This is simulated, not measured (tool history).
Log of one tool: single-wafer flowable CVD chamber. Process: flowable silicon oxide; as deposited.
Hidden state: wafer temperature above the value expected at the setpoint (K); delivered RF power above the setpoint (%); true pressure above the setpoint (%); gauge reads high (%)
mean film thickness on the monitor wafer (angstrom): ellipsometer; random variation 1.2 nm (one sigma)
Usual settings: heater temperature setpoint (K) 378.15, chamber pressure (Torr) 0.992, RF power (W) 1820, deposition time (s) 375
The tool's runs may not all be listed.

run,hour,heater temperature setpoint (K),chamber pressure (Torr),RF power (W),deposition time (s),wafers since the last listed run,hours since the last thermocouple change,hours since the last RF generator calibration,hours since the last manometer calibration,hours since the showerhead was replaced,hours since the gauge calibration,"read-back reference wafer on the same gauge, thickness_nm",mean film thickness on the monitor wafer (angstrom)
1,0,378.15,1.19,1820,375,0,1832.3,1936.8,2141.7,7185.6,894.8,220.877,2602
2,14.9,378.15,0.992,1820,375,94,1847.2,1951.7,2156.6,7200.5,909.7,221.139,2178.78
3,27.2,378.15,0.992,1820,375,77,1859.5,1964,2168.9,7212.8,922,220.947,2168.75
4,54.2,378.15,0.992,1820,375,170,1886.5,1991,2195.9,7239.8,949,220.784,2151.3
# hour 115.2: showerhead replaced, of another model than before
5,115.7,378.15,0.992,1820,375,337,1948,2052.5,2257.4,0.5,1010.5,221.05,2156.61
# hour 128.1: gauge calibrated
6,132.6,378.15,0.992,1820,375,106,1964.9,2069.4,2274.3,17.4,4.5,220.781,2170.05
7,147.5,378.15,1.19,1820,375,94,1979.8,2084.3,2289.2,32.3,19.4,220.761,2381.82
# hour 166: thermocouple changed; heater temperature recalibrated
8,169.7,378.15,0.992,1820,375,89,3.7,2106.5,2311.4,54.5,41.6,221.212,2436.24
9,190,368.15,1.173,1515,375,128,24,2126.8,2331.7,74.8,61.9,221.212,3560.07
10,288.9,368.15,1.086,1820,375,624,122.9,2225.7,2430.6,173.7,160.8,220.77,3728.72
11,305.7,378.15,0.992,1820,375,106,139.7,2242.5,2447.4,190.5,177.6,220.985,2412.36
12,334.4,378.15,0.992,1820,375,181,168.4,2271.2,2476.1,219.2,206.3,221.05,2413.13
# hour 349.6: capacitance manometer re-zeroed and calibrated
13,350.1,387.15,1.238,1975,430,48,184.1,2286.9,0.5,234.9,222,221.24,2316.88
14,374.8,366.15,0.787,2010,307,156,208.8,2311.6,25.2,259.6,246.7,221.02,2858.64
15,390.7,378.15,1.057,1685,375,100,224.7,2327.5,41.1,275.5,262.6,220.837,2394.77
# hour 404.2: RF generator calibrated
16,404.7,384.15,0.814,1945,421,37,238.7,0.5,55.1,289.5,276.6,221.368,1999.75
17,427,378.15,0.992,1820,375,140,261,22.8,77.4,311.8,298.9,221.035,2386.23
18,462.6,366.15,0.992,1820,428,224,296.6,58.4,113,347.4,334.5,220.792,4344.96
19,477.8,378.15,0.992,1820,375,96,311.8,73.6,128.2,362.6,349.7,221.144,2394.94
20,501,384.15,1.061,1820,425,146,335,96.8,151.4,385.8,372.9,221.03,2260.96
21,529.4,374.15,0.789,1820,375,179,363.4,125.2,179.8,414.2,401.3,220.922,2480.17
22,542.3,366.15,0.992,1820,428,81,376.3,138.1,192.7,427.1,414.2,221.178,4279.59

Run 23 comes next. What will it give?
23,556,378.15,0.992,1820,375,86,390,151.8,206.4,440.8,427.9,?,?

Run 23 gave read-back reference wafer on the same gauge, thickness_nm 220.956, mean film thickness on the monitor wafer (angstrom) 2391.32.
Without the tool's hidden state the same run would have given mean film thickness on the monitor wafer (angstrom) 2467.67.
